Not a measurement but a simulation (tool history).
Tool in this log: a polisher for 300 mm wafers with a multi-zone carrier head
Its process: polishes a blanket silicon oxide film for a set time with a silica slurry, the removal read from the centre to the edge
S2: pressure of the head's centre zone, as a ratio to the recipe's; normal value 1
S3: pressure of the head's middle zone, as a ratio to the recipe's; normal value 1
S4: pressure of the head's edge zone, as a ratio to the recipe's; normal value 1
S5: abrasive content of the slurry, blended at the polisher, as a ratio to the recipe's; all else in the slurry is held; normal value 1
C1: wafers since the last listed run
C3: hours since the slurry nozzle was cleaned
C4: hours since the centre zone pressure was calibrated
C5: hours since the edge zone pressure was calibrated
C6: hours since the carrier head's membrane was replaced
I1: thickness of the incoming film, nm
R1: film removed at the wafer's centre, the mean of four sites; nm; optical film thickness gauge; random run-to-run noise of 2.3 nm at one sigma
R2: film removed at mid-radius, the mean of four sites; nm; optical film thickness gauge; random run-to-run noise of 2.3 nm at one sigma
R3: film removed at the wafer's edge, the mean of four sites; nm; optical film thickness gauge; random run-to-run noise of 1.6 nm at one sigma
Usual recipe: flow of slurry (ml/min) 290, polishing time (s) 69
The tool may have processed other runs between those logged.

run 1 hour=0 | flow_of_slurry_(ml/min)=235 S2=1 S3=1 S4=1 S5=1 polishing_time_(s)=69 | C1=0 wafers_polished_on_this_pad=565 C3=116.9 C4=480.2 C5=330.8 C6=965.4 | I1=1156.3 | R1=266.3 R2=259.6 R3=256.3
run 2 hour=39.2 | flow_of_slurry_(ml/min)=290 S2=1 S3=1.12 S4=0.95 S5=0.85 polishing_time_(s)=69 | C1=237 wafers_polished_on_this_pad=803 C3=156.1 C4=519.4 C5=370 C6=1004.6 | I1=1161 | R1=231.4 R2=248.8 R3=220.2
run 3 hour=104.6 | flow_of_slurry_(ml/min)=290 S2=1 S3=1.06 S4=1 S5=1 polishing_time_(s)=69 | C1=396 wafers_polished_on_this_pad=1200 C3=221.5 C4=584.8 C5=435.4 C6=1070 | I1=1174.6 | R1=278.5 R2=271 R3=260.5
run 4 hour=147.4 | flow_of_slurry_(ml/min)=290 S2=1.04 S3=1 S4=1 S5=1 polishing_time_(s)=87 | C1=259 wafers_polished_on_this_pad=1459 C3=264.3 C4=627.6 C5=478.2 C6=1112.8 | I1=1140.9 | R1=371.3 R2=331.7 R3=332.4
-- hour=173.9 carrier head's membrane replaced by a new one
run 5 hour=200.5 | flow_of_slurry_(ml/min)=290 S2=1 S3=0.91 S4=0.93 S5=1.25 polishing_time_(s)=69 | C1=291 wafers_polished_on_this_pad=1751 C3=317.4 C4=680.7 C5=531.3 C6=26.6 | I1=1176 | R1=326.7 R2=280.5 R3=295.7
run 6 hour=239.4 | flow_of_slurry_(ml/min)=290 S2=1 S3=1 S4=1 S5=1 polishing_time_(s)=69 | C1=236 wafers_polished_on_this_pad=1987 C3=356.3 C4=719.6 C5=570.2 C6=65.5 | I1=1140.6 | R1=280.9 R2=265.5 R3=257.1
-- hour=300.9 centre zone pressure recalibrated
run 7 hour=302.3 | flow_of_slurry_(ml/min)=290 S2=1 S3=1 S4=1 S5=0.8 polishing_time_(s)=69 | C1=369 wafers_polished_on_this_pad=2357 C3=419.2 C4=1.4 C5=633.1 C6=128.4 | I1=1174.7 | R1=208.6 R2=216.2 R3=212.1
run 8 hour=342.7 | flow_of_slurry_(ml/min)=290 S2=1 S3=1 S4=1 S5=1 polishing_time_(s)=69 | C1=245 wafers_polished_on_this_pad=2602 C3=459.6 C4=41.8 C5=673.5 C6=168.8 | I1=1182.1 | R1=253.8 R2=262.4 R3=257.2
run 9 hour=407.5 | flow_of_slurry_(ml/min)=290 S2=1 S3=1.07 S4=1 S5=1 polishing_time_(s)=69 | C1=393 wafers_polished_on_this_pad=2995 C3=524.4 C4=106.6 C5=738.3 C6=233.6 | I1=1153.8 | R1=256.2 R2=276.4 R3=258.7
-- hour=447.7 worn pad replaced by a new one
-- hour=448.5 slurry nozzle cleaned
run 10 hour=468 | flow_of_slurry_(ml/min)=290 S2=1 S3=1 S4=1 S5=1 polishing_time_(s)=69 | C1=337 wafers_polished_on_this_pad=118 C3=19.5 C4=167.1 C5=798.8 C6=294.1 | I1=1168.7 | R1=254.1 R2=263 R3=258.1
run 11 hour=525.1 | flow_of_slurry_(ml/min)=290 S2=1 S3=1 S4=1.08 S5=1.1 polishing_time_(s)=45 | C1=346 wafers_polished_on_this_pad=464 C3=76.6 C4=224.2 C5=855.9 C6=351.2 | I1=1176.5 | R1=178.6 R2=182.5 R3=186.9
run 12 hour=553.6 | flow_of_slurry_(ml/min)=290 S2=1 S3=1 S4=0.94 S5=1 polishing_time_(s)=69 | C1=172 wafers_polished_on_this_pad=637 C3=105.1 C4=252.7 C5=884.4 C6=379.7 | I1=1149.6 | R1=261.6 R2=259.8 R3=254.4
run 13 hour=612.4 | flow_of_slurry_(ml/min)=350 S2=1 S3=1 S4=1 S5=0.75 polishing_time_(s)=59 | C1=356 wafers_polished_on_this_pad=994 C3=163.9 C4=311.5 C5=943.2 C6=438.5 | I1=1155.2 | R1=167.1 R2=169.2 R3=168.6
run 14 hour=676.6 | flow_of_slurry_(ml/min)=290 S2=1 S3=1 S4=1 S5=1 polishing_time_(s)=69 | C1=389 wafers_polished_on_this_pad=1383 C3=228.1 C4=375.7 C5=1007.4 C6=502.7 | I1=1181.3 | R1=258.3 R2=258.2 R3=259.3
-- hour=697.7 edge zone pressure recalibrated
run 15 hour=733.8 | flow_of_slurry_(ml/min)=290 S2=1 S3=1 S4=1 S5=1 polishing_time_(s)=83 | C1=334 wafers_polished_on_this_pad=1718 C3=285.3 C4=432.9 C5=36.1 C6=559.9 | I1=1169.6 | R1=312.8 R2=313.8 R3=312.3
run 16 hour=865.3 | flow_of_slurry_(ml/min)=290 S2=1 S3=1 S4=1.11 S5=1 polishing_time_(s)=69 | C1=797 wafers_polished_on_this_pad=2516 C3=416.8 C4=564.4 C5=167.6 C6=691.4 | I1=1171 | R1=268.8 R2=260.3 R3=272.1
run 17 hour=893.5 | flow_of_slurry_(ml/min)=290 S2=1 S3=1 S4=1 S5=1 polishing_time_(s)=69 | C1=171 wafers_polished_on_this_pad=2688 C3=445 C4=592.6 C5=195.8 C6=719.6 | I1=1171.5 | R1=272.2 R2=263 R3=258.4
run 18 hour=961.3 | flow_of_slurry_(ml/min)=380 S2=1 S3=1 S4=1 S5=1 polishing_time_(s)=80 | C1=411 wafers_polished_on_this_pad=3099 C3=512.8 C4=660.4 C5=263.6 C6=787.4 | I1=1164.8 | R1=326.9 R2=310.4 R3=308.4
-- hour=1000.3 worn pad replaced by a new one
run 19 hour=1000.9 | flow_of_slurry_(ml/min)=290 S2=0.92 S3=1 S4=1 S5=1 polishing_time_(s)=81 | C1=216 wafers_polished_on_this_pad=3 C3=552.4 C4=700 C5=303.2 C6=827 | I1=1158.4 | R1=305.7 R2=309.2 R3=301.7
-- hour=1045.6 slurry nozzle cleaned
run 20 hour=1065.7 | flow_of_slurry_(ml/min)=290 S2=1 S3=1 S4=1 S5=1 polishing_time_(s)=82 | C1=387 wafers_polished_on_this_pad=390 C3=20.1 C4=764.8 C5=368 C6=891.8 | I1=1145.4 | R1=338 R2=307.5 R3=308.5
-- hour=1077.3 centre zone pressure recalibrated
run 21 hour=1094.6 | flow_of_slurry_(ml/min)=205 S2=1 S3=0.97 S4=1 S5=1 polishing_time_(s)=69 | C1=163 wafers_polished_on_this_pad=554 C3=49 C4=17.3 C5=396.9 C6=920.7 | I1=1155.9 | R1=252.8 R2=244.8 R3=252.4

Consider 4 possible next runs. They are alternatives, not a sequence: every one starts from the tool as it was left by run 21. What does each give?
run A hour=1095 | flow_of_slurry_(ml/min)=290 S2=1 S3=1 S4=1 S5=1 polishing_time_(s)=69 | C1=2 wafers_polished_on_this_pad=556 C3=49.4 C4=17.7 C5=397.3 C6=921.1 | I1=1158.3 | R1=? R2=? R3=?
run B hour=1095 | flow_of_slurry_(ml/min)=240 S2=1.03 S3=0.93 S4=0.93 S5=1 polishing_time_(s)=69 | C1=2 wafers_polished_on_this_pad=556 C3=49.4 C4=17.7 C5=397.3 C6=921.1 | I1=1158.3 | R1=? R2=? R3=?
run C hour=1095 | flow_of_slurry_(ml/min)=290 S2=1 S3=1 S4=0.91 S5=1 polishing_time_(s)=69 | C1=2 wafers_polished_on_this_pad=556 C3=49.4 C4=17.7 C5=397.3 C6=921.1 | I1=1158.3 | R1=? R2=? R3=?
run D hour=1095 | flow_of_slurry_(ml/min)=290 S2=1 S3=0.9 S4=1.03 S5=1.15 polishing_time_(s)=69 | C1=2 wafers_polished_on_this_pad=556 C3=49.4 C4=17.7 C5=397.3 C6=921.1 | I1=1158.3 | R1=? R2=? R3=?

run=A R1=265.3 R2=262.5 R3=258.1
run=B R1=268.6 R2=243.3 R3=249.3
run=C R1=265.3 R2=262.5 R3=250.1
run=D R1=292.1 R2=264.8 R3=287.7
Take away the tool's hidden state, keep each run's random variation, and the runs would have read:
run=A R1=263.5 R2=262.5 R3=258.1
run=B R1=266.8 R2=243.3 R3=249.3
run=C R1=263.5 R2=262.5 R3=250.1
run=D R1=290.1 R2=264.8 R3=287.7
